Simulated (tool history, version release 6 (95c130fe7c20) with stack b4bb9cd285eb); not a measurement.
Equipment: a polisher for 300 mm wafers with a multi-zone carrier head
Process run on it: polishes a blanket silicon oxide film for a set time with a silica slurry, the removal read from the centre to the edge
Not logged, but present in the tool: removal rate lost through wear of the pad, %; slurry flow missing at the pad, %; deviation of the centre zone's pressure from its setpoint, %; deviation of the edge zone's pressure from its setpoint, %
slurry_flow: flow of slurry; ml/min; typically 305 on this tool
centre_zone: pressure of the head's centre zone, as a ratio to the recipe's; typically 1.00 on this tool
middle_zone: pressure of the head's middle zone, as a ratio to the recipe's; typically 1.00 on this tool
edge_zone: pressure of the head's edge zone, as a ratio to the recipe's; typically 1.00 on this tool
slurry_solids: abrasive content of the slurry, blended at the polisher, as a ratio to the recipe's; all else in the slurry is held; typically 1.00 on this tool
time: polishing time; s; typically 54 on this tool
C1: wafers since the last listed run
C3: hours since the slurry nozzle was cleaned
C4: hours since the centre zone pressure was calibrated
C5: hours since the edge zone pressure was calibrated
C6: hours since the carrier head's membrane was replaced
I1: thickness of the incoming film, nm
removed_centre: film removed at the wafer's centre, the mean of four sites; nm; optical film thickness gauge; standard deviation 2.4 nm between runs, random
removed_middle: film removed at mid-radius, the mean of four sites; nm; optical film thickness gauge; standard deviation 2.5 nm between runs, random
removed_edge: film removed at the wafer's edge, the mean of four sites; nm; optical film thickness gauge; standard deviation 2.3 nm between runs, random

Run 1, hour 0.0: usual settings; C1 0; wafers polished on this pad 4; C3 71.7; C4 95.1; C5 486.7; C6 0.5; I1 805.6. Result: removed_centre 180.3 nm, removed_middle 181.6 nm, removed_edge 183.1 nm.
Run 2, hour 7.0: usual settings; C1 54; wafers polished on this pad 58; C3 78.7; C4 102.1; C5 493.7; C6 7.5; I1 820.3. Result: removed_centre 180.4 nm, removed_middle 177.1 nm, removed_edge 179.7 nm.
Run 3, hour 19.9: usual settings but centre_zone 1.05; C1 100; wafers polished on this pad 158; C3 91.6; C4 115.0; C5 506.6; C6 20.4; I1 824.6. Result: removed_centre 182.1 nm, removed_middle 181.5 nm, removed_edge 177.3 nm.
Run 4, hour 30.1: usual settings but slurry_flow 225 ml/min, slurry_solids 1.25, time 60 s; C1 79; wafers polished on this pad 238; C3 101.8; C4 125.2; C5 516.8; C6 30.6; I1 815.5. Result: removed_centre 213.5 nm, removed_middle 209.8 nm, removed_edge 209.9 nm.
Run 5, hour 46.4: usual settings but middle_zone 1.08, time 36 s; C1 126; wafers polished on this pad 364; C3 118.1; C4 141.5; C5 533.1; C6 46.9; I1 816.5. Result: removed_centre 117.7 nm, removed_middle 124.3 nm, removed_edge 115.9 nm.
Run 6, hour 54.4: usual settings; C1 62; wafers polished on this pad 427; C3 126.1; C4 149.5; C5 541.1; C6 54.9; I1 814.8. Result: removed_centre 170.8 nm, removed_middle 177.2 nm, removed_edge 174.8 nm.
At hour 60.0: edge zone pressure recalibrated.
Run 7, hour 65.2: usual settings but slurry_flow 260 ml/min, middle_zone 1.08; C1 68; wafers polished on this pad 495; C3 136.9; C4 160.3; C5 5.2; C6 65.7; I1 830.5. Result: removed_centre 169.8 nm, removed_middle 182.4 nm, removed_edge 172.9 nm.
Run 8, hour 76.9: usual settings but slurry_flow 230 ml/min; C1 90; wafers polished on this pad 586; C3 148.6; C4 172.0; C5 16.9; C6 77.4; I1 818.4. Result: removed_centre 167.4 nm, removed_middle 173.4 nm, removed_edge 166.2 nm.
Run 9, hour 87.0: usual settings but edge_zone 0.95; C1 78; wafers polished on this pad 664; C3 158.7; C4 182.1; C5 27.0; C6 87.5; I1 816.4. Result: removed_centre 170.2 nm, removed_middle 173.9 nm, removed_edge 168.9 nm.
Run 10, hour 99.6: usual settings but centre_zone 1.05, middle_zone 1.10; C1 97; wafers polished on this pad 762; C3 171.3; C4 194.7; C5 39.6; C6 100.1; I1 815.6. Result: removed_centre 180.5 nm, removed_middle 190.7 nm, removed_edge 167.2 nm.
Run 11, hour 110.5: usual settings but centre_zone 1.07, edge_zone 0.91, slurry_solids 1.25; C1 84; wafers polished on this pad 847; C3 182.2; C4 205.6; C5 50.5; C6 111.0; I1 833.8. Result: removed_centre 197.8 nm, removed_middle 185.6 nm, removed_edge 170.7 nm.
At hour 127.7: worn pad replaced by a new one.
Run 12, hour 146.0: usual settings but edge_zone 0.90, slurry_solids 1.30, time 69 s; C1 244; wafers polished on this pad 142; C3 217.7; C4 241.1; C5 86.0; C6 146.5; I1 824.9. Result: removed_centre 245.6 nm, removed_middle 249.9 nm, removed_edge 235.7 nm.
Run 13, hour 153.1: usual settings but slurry_flow 270 ml/min, edge_zone 1.06; C1 55; wafers polished on this pad 197; C3 224.8; C4 248.2; C5 93.1; C6 153.6; I1 810.8. Result: removed_centre 173.8 nm, removed_middle 179.4 nm, removed_edge 180.2 nm.
Run 14, hour 163.3: usual settings but slurry_flow 340 ml/min, centre_zone 1.04, edge_zone 1.11, time 38 s; C1 79; wafers polished on this pad 276; C3 235.0; C4 258.4; C5 103.3; C6 163.8; I1 814.9. Result: removed_centre 130.2 nm, removed_middle 126.0 nm, removed_edge 135.4 nm.
Run 15, hour 171.4: usual settings; C1 62; wafers polished on this pad 339; C3 243.1; C4 266.5; C5 111.4; C6 171.9; I1 830.9. Result: removed_centre 171.9 nm, removed_middle 177.5 nm, removed_edge 174.5 nm.
Run 16, hour 182.6: usual settings but centre_zone 0.96, edge_zone 1.09, slurry_solids 1.10; C1 87; wafers polished on this pad 426; C3 254.3; C4 277.7; C5 122.6; C6 183.1; I1 800.4. Result: removed_centre 175.0 nm, removed_middle 185.5 nm, removed_edge 187.0 nm.
Run 17, hour 191.7: usual settings; C1 70; wafers polished on this pad 497; C3 263.4; C4 286.8; C5 131.7; C6 192.2; I1 826.3. Result: removed_centre 170.1 nm, removed_middle 176.5 nm, removed_edge 175.7 nm.
Run 18, hour 208.7: usual settings but centre_zone 1.11, slurry_solids 0.80, time 64 s; C1 132; wafers polished on this pad 629; C3 280.4; C4 303.8; C5 148.7; C6 209.2; I1 820.0. Result: removed_centre 203.9 nm, removed_middle 183.5 nm, removed_edge 181.9 nm.
Run 19, hour 220.4: usual settings but centre_zone 1.10, middle_zone 1.04, edge_zone 0.95; C1 90; wafers polished on this pad 720; C3 292.1; C4 315.5; C5 160.4; C6 220.9; I1 827.9. Result: removed_centre 184.8 nm, removed_middle 182.2 nm, removed_edge 166.3 nm.
Run 20, hour 229.7: usual settings but edge_zone 0.94; C1 72; wafers polished on this pad 792; C3 301.4; C4 324.8; C5 169.7; C6 230.2; I1 819.3. Result: removed_centre 168.6 nm, removed_middle 171.9 nm, removed_edge 166.1 nm.
Run 21, hour 238.0: usual settings but slurry_flow 360 ml/min, centre_zone 0.91, slurry_solids 1.15; C1 64; wafers polished on this pad 857; C3 309.7; C4 333.1; C5 178.0; C6 238.5; I1 811.3. Result: removed_centre 157.1 nm, removed_middle 178.7 nm, removed_edge 177.4 nm.

Forecast each of these 5 alternatives for the next run:
Run A, hour 238.4: usual settings; C1 3; wafers polished on this pad 860; C3 310.1; C4 333.5; C5 178.4; C6 238.9; I1 809.2. Result: removed_centre ?, removed_middle ?, removed_edge ?.
Run B, hour 238.4: usual settings but slurry_flow 225 ml/min, slurry_solids 1.20; C1 3; wafers polished on this pad 860; C3 310.1; C4 333.5; C5 178.4; C6 238.9; I1 809.2. Result: removed_centre ?, removed_middle ?, removed_edge ?.
Run C, hour 238.4: usual settings but centre_zone 0.91; C1 3; wafers polished on this pad 860; C3 310.1; C4 333.5; C5 178.4; C6 238.9; I1 809.2. Result: removed_centre ?, removed_middle ?, removed_edge ?.
Run D, hour 238.4: usual settings but centre_zone 1.04, edge_zone 1.04; C1 3; wafers polished on this pad 860; C3 310.1; C4 333.5; C5 178.4; C6 238.9; I1 809.2. Result: removed_centre ?, removed_middle ?, removed_edge ?.
Run E, hour 238.4: usual settings but slurry_flow 405 ml/min, centre_zone 1.12, edge_zone 1.09; C1 3; wafers polished on this pad 860; C3 310.1; C4 333.5; C5 178.4; C6 238.9; I1 809.2. Result: removed_centre ?, removed_middle ?, removed_edge ?.

run  removed_centre  removed_middle  removed_edge
  A           167.7           173.0         166.4
  B           174.1           180.2         174.6
  C           152.5           173.1         166.4
  D           174.5           172.9         169.6
  E           192.6           176.7         176.6
Stripped of hidden state, with their random variation kept, the same runs would have yielded:
run  removed_centre  removed_middle  removed_edge
  A           179.5           185.2         178.1
  B           186.4           192.9         186.8
  C           163.2           185.2         178.1
  D           186.7           185.1         181.5
  E           206.2           189.2         189.0
